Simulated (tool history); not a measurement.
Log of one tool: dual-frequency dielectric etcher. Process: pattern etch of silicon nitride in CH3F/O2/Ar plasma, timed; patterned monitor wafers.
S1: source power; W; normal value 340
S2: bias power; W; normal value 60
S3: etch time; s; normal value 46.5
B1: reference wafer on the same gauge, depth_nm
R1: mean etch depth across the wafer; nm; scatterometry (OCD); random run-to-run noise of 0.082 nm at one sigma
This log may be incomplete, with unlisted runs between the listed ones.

run    hour   S1  S2    S3     B1     R1
  1     0.0  340  51  46.5  31.40  28.54
       60.3  -- wet clean of the chamber
  2    90.6  340  60  46.5  31.43  29.06
  3   133.7  340  60  53.0  31.39  33.14
  4   203.6  340  60  53.0  31.39  33.05
  5   243.7  340  60  46.5  31.38  28.86
  6   346.2  340  60  46.5  31.39  28.62
  7   400.4  340  60  46.5  31.41  28.55
  8   441.7  340  60  56.0  31.39  34.41
  9   532.9  340  60  56.0  31.41  34.29
      604.8  -- wet clean of the chamber, repeated, since the last time left the tool worse
 10   605.3  340  60  56.0  31.40  36.73
 11   666.1  340  60  55.0  31.39  35.97
 12   766.1  340  55  46.5  31.41  29.49
 13   867.0  340  60  53.0  31.40  34.37
 14   942.6  340  72  46.5  31.39  31.50
     1042.3  -- wet clean of the chamber
 15  1043.7  340  65  46.5  31.41  31.16
 16  1142.6  340  70  34.0  31.40  23.15
 17  1249.3  340  53  50.0  31.43  31.36
 18  1327.3  340  70  34.0  31.41  22.93
     1396.2  -- upper electrode replaced
 19  1396.7  340  60  42.5  31.39  27.44
 20  1458.1  340  60  56.0  31.40  35.93
     1516.8  -- source power generator calibrated
     1547.9  -- wet clean of the chamber
     1604.6  -- gauge calibrated
     1647.4  -- bias power generator calibrated
 21  1686.6  270  55  55.5  31.41  32.46
 22  1745.4  310  68  34.5  31.42  22.27
 23  1790.7  290  47  46.5  31.40  26.58
 24  1891.7  300  71  46.5  31.40  30.05
 25  1991.5  340  60  55.0  31.40  34.88
     2097.4  -- wet clean of the chamber
 26  2097.9  340  70  46.5  31.39  31.74
 27  2147.5  290  60  46.5  31.38  28.69
 28  2190.7  260  48  46.5  31.40  26.08

Below are 5 alternative next runs, each starting from the tool's condition after run 28. Predict each:
  A  2191.1  340  60  46.5   ?   ?
  B  2191.1  310  67  33.0   ?   ?
  C  2191.1  390  60  57.5   ?   ?
  D  2191.1  340  60  36.5   ?   ?
  E  2191.1  410  73  53.5   ?   ?

run     B1     R1
  A  31.40  30.12
  B  31.40  21.36
  C  31.40  39.07
  D  31.40  23.65
  E  31.40  39.08
Without the tool's hidden state the same runs would have given:
run     R1
  A  30.20
  B  21.42
  C  39.17
  D  23.70
  E  39.18
